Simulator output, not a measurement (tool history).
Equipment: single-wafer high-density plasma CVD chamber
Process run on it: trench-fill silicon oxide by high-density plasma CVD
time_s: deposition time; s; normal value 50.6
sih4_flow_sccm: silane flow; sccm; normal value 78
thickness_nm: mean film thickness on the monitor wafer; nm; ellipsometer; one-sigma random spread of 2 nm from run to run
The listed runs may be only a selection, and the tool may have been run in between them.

run,hour,time_s,sih4_flow_sccm,"read-back reference wafer on the same gauge, thickness_nm",thickness_nm
1,0.0,50.6,78,352.893,387.190
2,25.0,50.6,78,353.196,386.825
3,49.7,50.6,78,353.244,391.074
4,112.5,50.6,78,353.041,387.590
5,162.9,50.6,78,352.509,387.125
6,218.1,50.6,78,353.153,389.466
7,253.8,50.6,78,353.401,388.399
8,369.7,46.8,78,352.795,358.127
9,413.0,46.8,78,353.343,354.430
10,443.2,46.4,78,352.499,352.984
11,510.7,46.4,78,353.271,356.109
12,573.6,50.6,78,353.369,385.924
13,625.9,50.6,78,353.540,387.501
# hour 675.4: silane flow controller replaced
14,675.9,50.6,78,352.840,407.069
15,729.6,50.6,78,352.923,406.223
16,757.0,50.6,78,353.203,405.992
17,807.3,56.6,78,352.897,454.465
18,863.2,50.6,78,353.089,409.301
19,899.0,50.6,78,353.192,407.601
20,926.7,50.6,67,352.904,349.615
# hour 967.3: gauge calibrated
21,1082.8,56.6,78,353.051,454.469
22,1151.5,55.5,92,353.279,518.329
23,1201.3,57.7,73,353.714,431.113
24,1258.3,41.4,78,352.875,329.459
25,1282.3,56.3,93,353.671,535.793
26,1329.6,50.6,78,353.033,404.439
27,1398.8,59.7,65,353.182,394.511
28,1453.4,50.6,78,352.870,397.457
29,1631.7,40.8,72,353.094,299.595

Run 30 is up next; what results do you expect?
30,1672.8,50.6,78,?,?

{"run 30": {"read-back reference wafer on the same gauge, thickness_nm": 353.531, "thickness_nm": 395.542}}
Without the tool's hidden state the same run would have given thickness_nm 401.102 nm.
